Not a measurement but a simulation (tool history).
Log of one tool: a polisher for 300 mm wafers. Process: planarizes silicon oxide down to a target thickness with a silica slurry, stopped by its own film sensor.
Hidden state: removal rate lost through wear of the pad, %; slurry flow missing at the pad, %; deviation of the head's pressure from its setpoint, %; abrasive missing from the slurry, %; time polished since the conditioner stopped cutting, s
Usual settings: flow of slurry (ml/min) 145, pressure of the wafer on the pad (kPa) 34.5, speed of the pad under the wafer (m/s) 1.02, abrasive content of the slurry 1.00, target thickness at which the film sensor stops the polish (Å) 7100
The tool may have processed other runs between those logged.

run	hour	flow of slurry (ml/min)	pressure of the wafer on the pad (kPa)	speed of the pad under the wafer (m/s)	abrasive content of the slurry	target thickness at which the film sensor stops the polish (Å)	wafers since the last listed run	wafers polished on this pad	hours since the slurry nozzle was cleaned	hours since the head pressure was calibrated	hours since the slurry blender was calibrated	hours since the conditioning disc was replaced	incoming thickness of the incoming film, nm	time until the film sensor stopped the polish (s)
1	0.0	145	34.5	1.02	1.00	7100	0	3108	589.8	519.6	12.3	71.1	1117.7	105.0
# hour 79.4: head pressure recalibrated
2	89.2	145	34.5	1.02	1.00	7100	860	3968	679.0	9.8	101.5	160.3	1099.6	95.0
3	140.3	145	34.5	1.02	1.00	7100	504	4472	730.1	60.9	152.6	211.4	1106.9	96.3
# hour 159.3: worn pad replaced by a new one
# hour 214.6: slurry nozzle cleaned
4	216.2	145	34.5	1.02	1.00	7100	699	551	1.6	136.8	228.5	287.3	1130.5	104.3
5	307.6	145	34.5	1.02	1.00	7100	901	1453	93.0	228.2	319.9	378.7	1131.4	105.8
6	351.8	145	34.5	1.02	1.00	7100	436	1889	137.2	272.4	364.1	422.9	1116.4	105.5
# hour 421.2: slurry blender recalibrated
7	453.9	145	34.5	1.02	1.00	7100	987	2877	239.3	374.5	32.7	525.0	1121.3	109.4
# hour 501.3: conditioning disc replaced and pad reconditioned
8	519.4	145	34.5	1.02	1.00	7760	626	3503	304.8	440.0	98.2	18.1	1130.4	85.9
9	623.0	145	34.5	1.02	1.00	7760	1022	4525	408.4	543.6	201.8	121.7	1094.3	80.3
# hour 636.6: worn pad replaced by a new one
# hour 691.3: head pressure recalibrated
10	691.8	145	34.5	0.78	1.00	7100	619	525	477.2	0.5	270.6	190.5	1123.7	120.0
11	758.1	145	34.5	1.02	1.00	7100	654	1179	543.5	66.8	336.9	256.8	1130.3	103.1
# hour 807.1: slurry blender recalibrated
12	825.8	145	34.5	0.86	1.25	7100	648	1827	611.2	134.5	18.7	324.5	1129.1	107.0
13	863.8	145	34.5	1.02	1.00	7100	374	2202	649.2	172.5	56.7	362.5	1107.1	99.6
14	952.9	145	34.5	1.02	1.00	7100	879	3081	738.3	261.6	145.8	451.6	1109.4	102.1
# hour 963.9: conditioning disc replaced and pad reconditioned
15	1010.0	130	27.6	1.02	0.70	6130	543	3624	795.4	318.7	202.9	46.1	1133.5	190.1
# hour 1026.6: worn pad replaced by a new one
16	1103.6	185	46.2	1.02	1.00	6730	883	759	889.0	412.3	296.5	139.7	1129.5	84.6
# hour 1107.3: slurry nozzle cleaned
# hour 1164.8: slurry blender recalibrated
17	1168.7	165	34.5	1.02	1.00	7100	612	1371	61.4	477.4	3.9	204.8	1102.2	98.8
18	1236.1	145	34.5	1.02	1.00	7100	664	2036	128.8	544.8	71.3	272.2	1109.2	106.5
# hour 1299.1: head pressure recalibrated
19	1310.8	110	34.5	1.02	1.00	7100	717	2754	203.5	11.7	146.0	346.9	1137.7	110.3
20	1378.3	145	41.4	1.02	1.00	7750	665	3419	271.0	79.2	213.5	414.4	1116.3	72.7
# hour 1455.3: worn pad replaced by a new one
21	1457.4	145	34.5	1.02	1.00	7100	740	20	350.1	158.3	292.6	493.5	1120.4	102.9
# hour 1533.7: conditioning disc replaced and pad reconditioned
22	1548.3	145	34.5	1.30	1.00	7100	877	897	441.0	249.2	383.5	14.6	1106.7	78.4
# hour 1577.7: slurry blender recalibrated
23	1631.8	145	34.5	1.02	0.90	7100	804	1701	524.5	332.7	54.1	98.1	1107.7	98.6
24	1699.6	160	34.5	1.02	1.00	8450	668	2370	592.3	400.5	121.9	165.9	1101.8	64.9
25	1785.5	145	34.5	1.02	1.00	7100	847	3217	678.2	486.4	207.8	251.8	1142.1	111.1
# hour 1870.5: head pressure recalibrated
26	1874.6	180	34.5	1.18	0.80	7810	859	4077	767.3	4.1	296.9	340.9	1112.8	80.8

How would selected steps in time until the film sensor stopped the polish (s) from run to run divide? Give the signed amount a tool lacking its hidden state would still show from settings, what came in and random variation, and the signed amount left for the hidden state, including any gauge scatter that is not in both of the compared results.
Run 7 -> 8: target thickness at which the film sensor stops the polish (Å) 7100 -> 7760, conditioning disc replaced and pad reconditioned. time until the film sensor stopped the polish (s) -23.5: hidden state -11.9, all else -11.6.
Run 14 -> 15: flow of slurry (ml/min) 145 -> 130, pressure of the wafer on the pad (kPa) 34.5 -> 27.6, abrasive content of the slurry 1.00 -> 0.70, target thickness at which the film sensor stops the polish (Å) 7100 -> 6130, conditioning disc replaced and pad reconditioned. time until the film sensor stopped the polish (s) +88.0: hidden state -3.6, all else +91.6.
Run 15 -> 16: flow of slurry (ml/min) 130 -> 185, pressure of the wafer on the pad (kPa) 27.6 -> 46.2, abrasive content of the slurry 0.70 -> 1.00, target thickness at which the film sensor stops the polish (Å) 6130 -> 6730, worn pad replaced by a new one. time until the film sensor stopped the polish (s) -105.5: hidden state -0.8, all else -104.7.
Run 21 -> 22: speed of the pad under the wafer (m/s) 1.02 -> 1.30, conditioning disc replaced and pad reconditioned. time until the film sensor stopped the polish (s) -24.5: hidden state -10.0, all else -14.5.

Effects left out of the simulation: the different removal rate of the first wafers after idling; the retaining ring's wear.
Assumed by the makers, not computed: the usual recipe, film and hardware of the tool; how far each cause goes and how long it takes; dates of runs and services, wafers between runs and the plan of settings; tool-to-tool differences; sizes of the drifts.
